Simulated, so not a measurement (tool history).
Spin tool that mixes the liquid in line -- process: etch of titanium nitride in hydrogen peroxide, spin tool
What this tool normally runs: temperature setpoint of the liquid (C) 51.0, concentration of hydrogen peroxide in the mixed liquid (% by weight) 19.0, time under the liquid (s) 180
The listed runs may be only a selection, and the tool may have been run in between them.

run,hour,temperature setpoint of the liquid (C),concentration of hydrogen peroxide in the mixed liquid (% by weight),time under the liquid (s),wafers since the last listed run,hours since the thermometer was replaced,hours since the peroxide flow meter was replaced,hours since the heated supply line was repaired,hours since the drum of peroxide was connected,hours since the gauge calibration,"read-back film thickness of the titanium nitride reference wafer, read on the same gauge (nm)",thickness taken off the titanium nitride on a monitor wafer (Å)
1,0.0,51.0,19.0,180,0,1347.3,1914.1,3710.9,709.2,81.0,70.02,61.5
2,32.4,51.0,19.0,180,147,1379.7,1946.5,3743.3,741.6,113.4,69.97,61.4
3,67.7,51.0,21.5,180,160,1415.0,1981.8,3778.6,776.9,148.7,69.99,63.5
4,93.0,51.0,21.5,180,115,1440.3,2007.1,3803.9,802.2,174.0,70.01,64.1
5,106.5,51.0,19.0,180,61,1453.8,2020.6,3817.4,815.7,187.5,70.01,61.7
6,127.7,51.0,19.0,180,96,1475.0,2041.8,3838.6,836.9,208.7,69.97,62.2
7,159.4,51.0,22.0,180,144,1506.7,2073.5,3870.3,868.6,240.4,69.98,64.5
8,176.6,51.0,19.0,180,78,1523.9,2090.7,3887.5,885.8,257.6,70.02,62.3
# hour 177.9: gauge calibrated
9,189.0,53.5,22.0,180,56,1536.3,2103.1,3899.9,898.2,11.1,70.02,77.2
10,218.3,53.5,22.0,180,133,1565.6,2132.4,3929.2,927.5,40.4,69.97,77.4
11,241.0,51.0,19.0,180,103,1588.3,2155.1,3951.9,950.2,63.1,69.96,62.7
# hour 244.9: new drum of peroxide connected
12,270.8,51.0,19.0,120,131,1618.1,2184.9,3981.7,25.9,92.9,70.03,41.9
13,287.8,45.5,14.0,135,77,1635.1,2201.9,3998.7,42.9,109.9,70.02,29.4
# hour 310.1: thermometer replaced
# hour 310.4: heated supply line repaired
14,310.9,51.0,21.0,135,99,0.8,2225.0,0.5,66.0,133.0,69.98,54.4
15,322.4,51.0,19.0,180,52,12.3,2236.5,12.0,77.5,144.5,70.04,70.2
16,339.8,43.5,19.0,180,79,29.7,2253.9,29.4,94.9,161.9,69.97,41.1
17,363.7,51.0,21.5,290,109,53.6,2277.8,53.3,118.8,185.8,69.98,117.5
# hour 370.4: peroxide flow meter replaced
18,375.7,60.0,15.0,95,50,65.6,5.3,65.3,130.8,197.8,70.00,66.3
19,391.7,60.0,19.0,245,72,81.6,21.3,81.3,146.8,213.8,70.03,179.9
# hour 403.9: thermometer replaced, repeated, since the last time left the tool worse
20,427.2,51.0,19.0,180,157,23.3,56.8,116.8,182.3,249.3,69.96,57.6
21,459.2,51.0,19.0,180,145,55.3,88.8,148.8,214.3,281.3,69.98,57.3
# hour 464.1: gauge calibrated
22,471.4,51.0,19.0,180,55,67.5,101.0,161.0,226.5,7.3,70.00,57.6

Forecast each of these 4 alternatives for the next run:
A,471.9,51.0,19.0,180,2,68.0,101.5,161.5,227.0,7.8,?,?
B,471.9,57.0,22.0,245,2,68.0,101.5,161.5,227.0,7.8,?,?
C,471.9,59.0,19.0,85,2,68.0,101.5,161.5,227.0,7.8,?,?
D,471.9,47.5,19.0,240,2,68.0,101.5,161.5,227.0,7.8,?,?

run,"read-back film thickness of the titanium nitride reference wafer, read on the same gauge (nm)",thickness taken off the titanium nitride on a monitor wafer (Å)
A,70.02,57.8
B,70.02,123.8
C,70.02,47.7
D,70.02,59.8
With no hidden state in the tool, these same runs would have given:
run,thickness taken off the titanium nitride on a monitor wafer (Å)
A,56.7
B,121.5
C,46.9
D,58.6

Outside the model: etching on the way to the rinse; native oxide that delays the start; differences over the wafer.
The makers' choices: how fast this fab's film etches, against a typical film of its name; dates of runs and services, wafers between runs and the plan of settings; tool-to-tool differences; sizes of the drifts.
